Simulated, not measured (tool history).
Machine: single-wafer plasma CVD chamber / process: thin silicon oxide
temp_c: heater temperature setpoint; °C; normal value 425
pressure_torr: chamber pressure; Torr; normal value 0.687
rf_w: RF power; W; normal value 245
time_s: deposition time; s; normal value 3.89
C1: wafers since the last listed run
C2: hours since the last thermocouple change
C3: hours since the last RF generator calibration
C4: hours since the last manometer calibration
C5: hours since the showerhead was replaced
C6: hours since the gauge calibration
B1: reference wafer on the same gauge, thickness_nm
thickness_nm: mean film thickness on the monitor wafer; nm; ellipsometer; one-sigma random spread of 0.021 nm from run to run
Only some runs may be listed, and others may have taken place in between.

Run 1, hour 0.0: usual settings; C1 0; C2 489.3; C3 1122.8; C4 1529.6; C5 5485.2; C6 387.4; B1 5.696. Result: thickness_nm 5.768 nm.
Run 2, hour 64.2: usual settings; C1 1955; C2 553.5; C3 1187.0; C4 1593.8; C5 5549.4; C6 451.6; B1 5.707. Result: thickness_nm 5.757 nm.
Run 3, hour 135.7: usual settings; C1 2178; C2 625.0; C3 1258.5; C4 1665.3; C5 5620.9; C6 523.1; B1 5.700. Result: thickness_nm 5.762 nm.
Run 4, hour 182.3: usual settings but pressure_torr 0.823 Torr; C1 1419; C2 671.6; C3 1305.1; C4 1711.9; C5 5667.5; C6 569.7; B1 5.696. Result: thickness_nm 6.352 nm.
Run 5, hour 206.5: usual settings but pressure_torr 0.823 Torr; C1 737; C2 695.8; C3 1329.3; C4 1736.1; C5 5691.7; C6 593.9; B1 5.691. Result: thickness_nm 6.375 nm.
Run 6, hour 261.6: usual settings; C1 1678; C2 750.9; C3 1384.4; C4 1791.2; C5 5746.8; C6 649.0; B1 5.715. Result: thickness_nm 5.788 nm.
Run 7, hour 297.9: usual settings; C1 1105; C2 787.2; C3 1420.7; C4 1827.5; C5 5783.1; C6 685.3; B1 5.695. Result: thickness_nm 5.764 nm.
Run 8, hour 326.0: usual settings; C1 856; C2 815.3; C3 1448.8; C4 1855.6; C5 5811.2; C6 713.4; B1 5.694. Result: thickness_nm 5.747 nm.
At hour 448.2: thermocouple changed; heater temperature recalibrated.
Run 9, hour 477.8: usual settings; C1 4380; C2 29.6; C3 1600.6; C4 2007.4; C5 5963.0; C6 865.2; B1 5.711. Result: thickness_nm 5.717 nm.
At hour 546.5: capacitance manometer re-zeroed and calibrated.
Run 10, hour 616.8: usual settings; C1 3990; C2 168.6; C3 1739.6; C4 70.3; C5 6102.0; C6 1004.2; B1 5.711. Result: thickness_nm 5.502 nm.
At hour 619.6: gauge calibrated.
At hour 638.2: RF generator calibrated.
Run 11, hour 654.0: usual settings but pressure_torr 0.535 Torr, rf_w 285 W, time_s 4.43 s; C1 889; C2 205.8; C3 15.8; C4 107.5; C5 6139.2; C6 34.4; B1 5.702. Result: thickness_nm 5.980 nm.
Run 12, hour 703.5: usual settings but temp_c 416 °C, rf_w 215 W, time_s 3.38 s; C1 1508; C2 255.3; C3 65.3; C4 157.0; C5 6188.7; C6 83.9; B1 5.702. Result: thickness_nm 4.717 nm.
At hour 742.5: showerhead replaced.
Run 13, hour 771.8: usual settings; C1 1837; C2 323.6; C3 133.6; C4 225.3; C5 29.3; C6 152.2; B1 5.702. Result: thickness_nm 5.713 nm.
Run 14, hour 809.9: usual settings but pressure_torr 0.829 Torr; C1 1160; C2 361.7; C3 171.7; C4 263.4; C5 67.4; C6 190.3; B1 5.699. Result: thickness_nm 6.329 nm.
Run 15, hour 861.9: usual settings; C1 1584; C2 413.7; C3 223.7; C4 315.4; C5 119.4; C6 242.3; B1 5.702. Result: thickness_nm 5.719 nm.
Run 16, hour 919.8: usual settings but temp_c 431 °C, time_s 3.29 s; C1 1763; C2 471.6; C3 281.6; C4 373.3; C5 177.3; C6 300.2; B1 5.700. Result: thickness_nm 4.823 nm.
Run 17, hour 964.0: usual settings but temp_c 417 °C, pressure_torr 0.834 Torr, rf_w 215 W, time_s 3.59 s; C1 1346; C2 515.8; C3 325.8; C4 417.5; C5 221.5; C6 344.4; B1 5.701. Result: thickness_nm 5.616 nm.
Run 18, hour 1005.8: usual settings; C1 1273; C2 557.6; C3 367.6; C4 459.3; C5 263.3; C6 386.2; B1 5.700. Result: thickness_nm 5.714 nm.
Run 19, hour 1059.8: usual settings but temp_c 439 °C, rf_w 215 W; C1 1645; C2 611.6; C3 421.6; C4 513.3; C5 317.3; C6 440.2; B1 5.711. Result: thickness_nm 5.383 nm.
Run 20, hour 1088.8: usual settings but pressure_torr 0.596 Torr; C1 883; C2 640.6; C3 450.6; C4 542.3; C5 346.3; C6 469.2; B1 5.694. Result: thickness_nm 5.311 nm.

Predict each of these 4 candidate next runs independently; none follows another, all start after run 20:
Run A, hour 1089.2: usual settings but pressure_torr 0.594 Torr; C1 12; C2 641.0; C3 451.0; C4 542.7; C5 346.7; C6 469.6; B1 ?. Result: thickness_nm ?.
Run B, hour 1089.2: usual settings but temp_c 439 °C, time_s 3.63 s; C1 12; C2 641.0; C3 451.0; C4 542.7; C5 346.7; C6 469.6; B1 ?. Result: thickness_nm ?.
Run C, hour 1089.2: usual settings but time_s 4.44 s; C1 12; C2 641.0; C3 451.0; C4 542.7; C5 346.7; C6 469.6; B1 ?. Result: thickness_nm ?.
Run D, hour 1089.2: usual settings but temp_c 430 °C, rf_w 285 W; C1 12; C2 641.0; C3 451.0; C4 542.7; C5 346.7; C6 469.6; B1 ?. Result: thickness_nm ?.

run     B1  thickness_nm
  A  5.703         5.324
  B  5.703         5.312
  C  5.703         6.562
  D  5.703         6.054
The same runs, with their run-to-run variation unchanged, on a tool lacking any hidden condition would have given:
run  thickness_nm
  A         5.331
  B         5.320
  C         6.572
  D         6.060
